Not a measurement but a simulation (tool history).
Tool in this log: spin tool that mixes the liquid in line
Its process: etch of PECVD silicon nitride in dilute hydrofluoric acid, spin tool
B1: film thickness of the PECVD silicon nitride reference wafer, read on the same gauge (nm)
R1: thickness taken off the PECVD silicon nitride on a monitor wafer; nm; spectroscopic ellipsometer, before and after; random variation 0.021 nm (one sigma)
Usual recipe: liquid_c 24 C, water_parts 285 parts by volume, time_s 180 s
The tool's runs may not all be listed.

Run 1, hour 0: usual settings but water_parts 340 parts by volume, time_s 235 s; B1 29.999. Result: R1 1.604 nm.
Run 2, hour 48.6: usual settings but water_parts 340 parts by volume, time_s 235 s; B1 29.977. Result: R1 1.615 nm.
At hour 55.7: gauge calibrated.
Run 3, hour 58.6: usual settings but water_parts 340 parts by volume, time_s 235 s; B1 30.012. Result: R1 1.567 nm.
Run 4, hour 72.1: usual settings but water_parts 215 parts by volume; B1 29.99. Result: R1 1.927 nm.
At hour 82.1: hydrofluoric acid flow meter replaced.
Run 5, hour 82.8: usual settings but liquid_c 25 C, time_s 135 s; B1 30.042. Result: R1 1.283 nm.
At hour 93.2: thermometer replaced.
Run 6, hour 94.9: usual settings; B1 30.017. Result: R1 1.616 nm.
Run 7, hour 106.8: usual settings; B1 29.999. Result: R1 1.63 nm.
Run 8, hour 121.1: usual settings; B1 30.008. Result: R1 1.645 nm.
Run 9, hour 135.4: usual settings; B1 30.024. Result: R1 1.592 nm.
Run 10, hour 146.3: usual settings; B1 30.024. Result: R1 1.607 nm.
Run 11, hour 157.5: usual settings; B1 29.99. Result: R1 1.599 nm.
Run 12, hour 169.8: usual settings; B1 29.973. Result: R1 1.59 nm.
Run 13, hour 186.8: usual settings; B1 29.98. Result: R1 1.618 nm.
Run 14, hour 200.9: usual settings; B1 29.994. Result: R1 1.594 nm.
Run 15, hour 209.5: usual settings; B1 30.007. Result: R1 1.611 nm.
Run 16, hour 218.6: usual settings but liquid_c 28 C, water_parts 150 parts by volume; B1 30.008. Result: R1 3.846 nm.
Run 17, hour 228: usual settings but water_parts 375 parts by volume, time_s 110 s; B1 30.019. Result: R1 0.732 nm.
Run 18, hour 242.3: usual settings but time_s 260 s; B1 30.01. Result: R1 2.226 nm.
Run 19, hour 248.7: usual settings but liquid_c 22.5 C, water_parts 340 parts by volume, time_s 220 s; B1 30.016. Result: R1 1.477 nm.
Run 20, hour 261.4: usual settings but liquid_c 27.5 C, water_parts 215 parts by volume, time_s 70 s; B1 30.001. Result: R1 0.999 nm.
Run 21, hour 269.1: usual settings but liquid_c 27 C, water_parts 320 parts by volume; B1 30.002. Result: R1 1.691 nm.
Run 22, hour 285.4: usual settings but time_s 275 s; B1 29.983. Result: R1 2.39 nm.
Run 23, hour 299.4: usual settings; B1 29.981. Result: R1 1.573 nm.
Run 24, hour 312.6: usual settings but liquid_c 28 C, water_parts 150 parts by volume; B1 30.006. Result: R1 3.888 nm.
Run 25, hour 329.4: usual settings; B1 30.001. Result: R1 1.574 nm.
Run 26, hour 345.9: usual settings but liquid_c 28 C, time_s 135 s; B1 29.997. Result: R1 1.475 nm.
Run 27, hour 352.1: usual settings but liquid_c 25.5 C, water_parts 220 parts by volume; B1 30.023. Result: R1 2.22 nm.
Run 28, hour 363.5: usual settings but liquid_c 26.5 C, water_parts 330 parts by volume, time_s 270 s; B1 30.011. Result: R1 2.367 nm.
Run 29, hour 379.7: usual settings; B1 29.996. Result: R1 1.597 nm.
Run 30, hour 394.1: usual settings but liquid_c 27.5 C, water_parts 325 parts by volume, time_s 235 s; B1 29.998. Result: R1 2.249 nm.
Run 31, hour 411.7: usual settings; B1 29.989. Result: R1 1.588 nm.
Run 32, hour 421.3: usual settings but liquid_c 19 C, water_parts 240 parts by volume, time_s 285 s; B1 29.978. Result: R1 2.144 nm.

Each row is a separate what-if for the run after 32, all from the same tool condition, not one after another. Results?
Run A, hour 421.8: usual settings but liquid_c 21.5 C; B1 ?. Result: R1 ?.
Run B, hour 421.8: usual settings but liquid_c 28 C; B1 ?. Result: R1 ?.
Run C, hour 421.8: usual settings but liquid_c 28 C, water_parts 390 parts by volume; B1 ?. Result: R1 ?.
Run D, hour 421.8: usual settings but water_parts 425 parts by volume; B1 ?. Result: R1 ?.
Run E, hour 421.8: usual settings but time_s 265 s; B1 ?. Result: R1 ?.

run      B1     R1
  A  29.968   1.32
  B  29.968  1.956
  C  29.968  1.422
  D  29.968  1.037
  E  29.968  2.268
What these runs would have given with no unlogged condition in the tool:
run     R1
  A  1.389
  B  2.064
  C    1.5
  D  1.092
  E  2.389

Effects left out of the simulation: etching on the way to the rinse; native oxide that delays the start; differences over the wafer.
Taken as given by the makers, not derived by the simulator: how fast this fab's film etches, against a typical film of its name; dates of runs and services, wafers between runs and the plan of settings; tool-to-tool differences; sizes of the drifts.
